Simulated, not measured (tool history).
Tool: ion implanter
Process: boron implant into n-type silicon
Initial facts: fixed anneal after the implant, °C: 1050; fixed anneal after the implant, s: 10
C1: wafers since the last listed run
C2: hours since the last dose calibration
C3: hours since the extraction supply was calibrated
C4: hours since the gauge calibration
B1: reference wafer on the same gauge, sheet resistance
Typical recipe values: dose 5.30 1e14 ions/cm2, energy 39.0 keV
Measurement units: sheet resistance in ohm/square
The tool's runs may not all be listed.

{"run": 1, "day": 0.0, "dose": 5.3, "energy": 39.0, "C1": 0, "C2": 1117.8, "C3": 2737.3, "C4": 178.3, "B1": 173.15, "sheet resistance": 183.72}
{"run": 2, "day": 0.683, "dose": 5.3, "energy": 39.0, "C1": 553, "C2": 1134.2, "C3": 2753.7, "C4": 194.7, "B1": 173.06, "sheet resistance": 182.77}
{"run": 3, "day": 1.983, "dose": 5.3, "energy": 39.0, "C1": 1053, "C2": 1165.4, "C3": 2784.9, "C4": 225.9, "B1": 172.99, "sheet resistance": 183.13}
{"run": 4, "day": 6.388, "dose": 5.3, "energy": 39.0, "C1": 3568, "C2": 1271.1, "C3": 2890.6, "C4": 331.6, "B1": 172.92, "sheet resistance": 181.11}
{"run": 5, "day": 7.108, "dose": 5.3, "energy": 39.0, "C1": 583, "C2": 1288.4, "C3": 2907.9, "C4": 348.9, "B1": 173.13, "sheet resistance": 180.82}
{"run": 6, "day": 7.888, "dose": 5.3, "energy": 39.0, "C1": 631, "C2": 1307.1, "C3": 2926.6, "C4": 367.6, "B1": 173.42, "sheet resistance": 180.96}
{"run": 7, "day": 8.388, "dose": 5.3, "energy": 39.0, "C1": 405, "C2": 1319.1, "C3": 2938.6, "C4": 379.6, "B1": 173.16, "sheet resistance": 181.55}
{"run": 8, "day": 9.462, "dose": 5.3, "energy": 39.0, "C1": 870, "C2": 1344.9, "C3": 2964.4, "C4": 405.4, "B1": 173.39, "sheet resistance": 180.23}
{"run": 9, "day": 10.812, "dose": 5.3, "energy": 39.0, "C1": 1093, "C2": 1377.3, "C3": 2996.8, "C4": 437.8, "B1": 172.94, "sheet resistance": 179.75}
{"run": 10, "day": 14.288, "dose": 5.3, "energy": 39.0, "C1": 2815, "C2": 1460.7, "C3": 3080.2, "C4": 521.2, "B1": 172.93, "sheet resistance": 178.97}
{"run": 11, "day": 14.883, "dose": 5.3, "energy": 39.0, "C1": 482, "C2": 1475.0, "C3": 3094.5, "C4": 535.5, "B1": 172.7, "sheet resistance": 180.68}
{"run": 12, "day": 15.938, "dose": 5.3, "energy": 39.0, "C1": 854, "C2": 1500.3, "C3": 3119.8, "C4": 560.8, "B1": 173.15, "sheet resistance": 180.52}
{"run": 13, "day": 16.667, "dose": 4.43, "energy": 39.0, "C1": 590, "C2": 1517.8, "C3": 3137.3, "C4": 578.3, "B1": 172.84, "sheet resistance": 209.22}
{"run": 14, "day": 20.521, "dose": 5.3, "energy": 39.0, "C1": 3122, "C2": 1610.3, "C3": 3229.8, "C4": 670.8, "B1": 172.96, "sheet resistance": 178.3}
{"day": 20.583, "done": "gauge calibrated"}
{"run": 15, "day": 21.504, "dose": 4.51, "energy": 49.5, "C1": 796, "C2": 1633.9, "C3": 3253.4, "C4": 22.1, "B1": 172.89, "sheet resistance": 199.39}
{"day": 22.396, "done": "extraction supply calibrated"}
{"run": 16, "day": 23.05, "dose": 5.3, "energy": 39.0, "C1": 982, "C2": 1671.0, "C3": 15.7, "C4": 59.2, "B1": 173.17, "sheet resistance": 178.52}
{"day": 24.454, "done": "Faraday cup replaced and dose calibrated"}
{"run": 17, "day": 24.475, "dose": 4.1, "energy": 50.5, "C1": 884, "C2": 0.5, "C3": 49.9, "C4": 93.4, "B1": 173.17, "sheet resistance": 221.49}
{"run": 18, "day": 24.871, "dose": 4.57, "energy": 39.0, "C1": 320, "C2": 10.0, "C3": 59.4, "C4": 102.9, "B1": 173.04, "sheet resistance": 207.77}
{"run": 19, "day": 25.492, "dose": 4.48, "energy": 39.0, "C1": 502, "C2": 24.9, "C3": 74.3, "C4": 117.8, "B1": 173.08, "sheet resistance": 210.77}
{"run": 20, "day": 26.683, "dose": 6.67, "energy": 34.0, "C1": 965, "C2": 53.5, "C3": 102.9, "C4": 146.4, "B1": 172.73, "sheet resistance": 155.97}
{"run": 21, "day": 27.242, "dose": 6.12, "energy": 48.5, "C1": 452, "C2": 66.9, "C3": 116.3, "C4": 159.8, "B1": 172.95, "sheet resistance": 159.67}
{"run": 22, "day": 28.608, "dose": 6.15, "energy": 49.0, "C1": 1107, "C2": 99.7, "C3": 149.1, "C4": 192.6, "B1": 172.79, "sheet resistance": 158.86}
{"run": 23, "day": 29.888, "dose": 4.47, "energy": 32.5, "C1": 1036, "C2": 130.4, "C3": 179.8, "C4": 223.3, "B1": 173.27, "sheet resistance": 215.79}
{"run": 24, "day": 31.375, "dose": 4.01, "energy": 46.5, "C1": 1205, "C2": 166.1, "C3": 215.5, "C4": 259.0, "B1": 173.06, "sheet resistance": 227.54}
{"run": 25, "day": 32.596, "dose": 5.3, "energy": 27.0, "C1": 989, "C2": 195.4, "C3": 244.8, "C4": 288.3, "B1": 173.03, "sheet resistance": 192.08}
{"run": 26, "day": 33.362, "dose": 4.43, "energy": 39.0, "C1": 621, "C2": 213.8, "C3": 263.2, "C4": 306.7, "B1": 173.02, "sheet resistance": 213.29}
{"run": 27, "day": 34.55, "dose": 5.3, "energy": 39.0, "C1": 962, "C2": 242.3, "C3": 291.7, "C4": 335.2, "B1": 172.94, "sheet resistance": 183.76}
{"run": 28, "day": 35.842, "dose": 5.3, "energy": 39.0, "C1": 1046, "C2": 273.3, "C3": 322.7, "C4": 366.2, "B1": 172.63, "sheet resistance": 182.77}
{"run": 29, "day": 36.554, "dose": 5.3, "energy": 39.0, "C1": 577, "C2": 290.4, "C3": 339.8, "C4": 383.3, "B1": 173.16, "sheet resistance": 183.72}
{"run": 30, "day": 38.05, "dose": 3.74, "energy": 48.0, "C1": 1211, "C2": 326.3, "C3": 375.7, "C4": 419.2, "B1": 173.08, "sheet resistance": 240.05}

Alternative continuations, all from the tool just after run 30; predict every row:
{"run": "A", "day": 38.067, "dose": 5.3, "energy": 26.0, "C1": 13, "C2": 326.7, "C3": 376.1, "C4": 419.6, "B1": "?", "sheet resistance": "?"}
{"run": "B", "day": 38.067, "dose": 6.32, "energy": 35.0, "C1": 13, "C2": 326.7, "C3": 376.1, "C4": 419.6, "B1": "?", "sheet resistance": "?"}
{"run": "C", "day": 38.067, "dose": 6.71, "energy": 30.5, "C1": 13, "C2": 326.7, "C3": 376.1, "C4": 419.6, "B1": "?", "sheet resistance": "?"}

run=A B1=172.58 sheet_resistance=191.91
run=B B1=172.58 sheet_resistance=160.38
run=C B1=172.58 sheet_resistance=154.82
With no hidden state in the tool, these same runs would have given:
run=A sheet_resistance=192.82
run=B sheet_resistance=161.14
run=C sheet_resistance=155.56
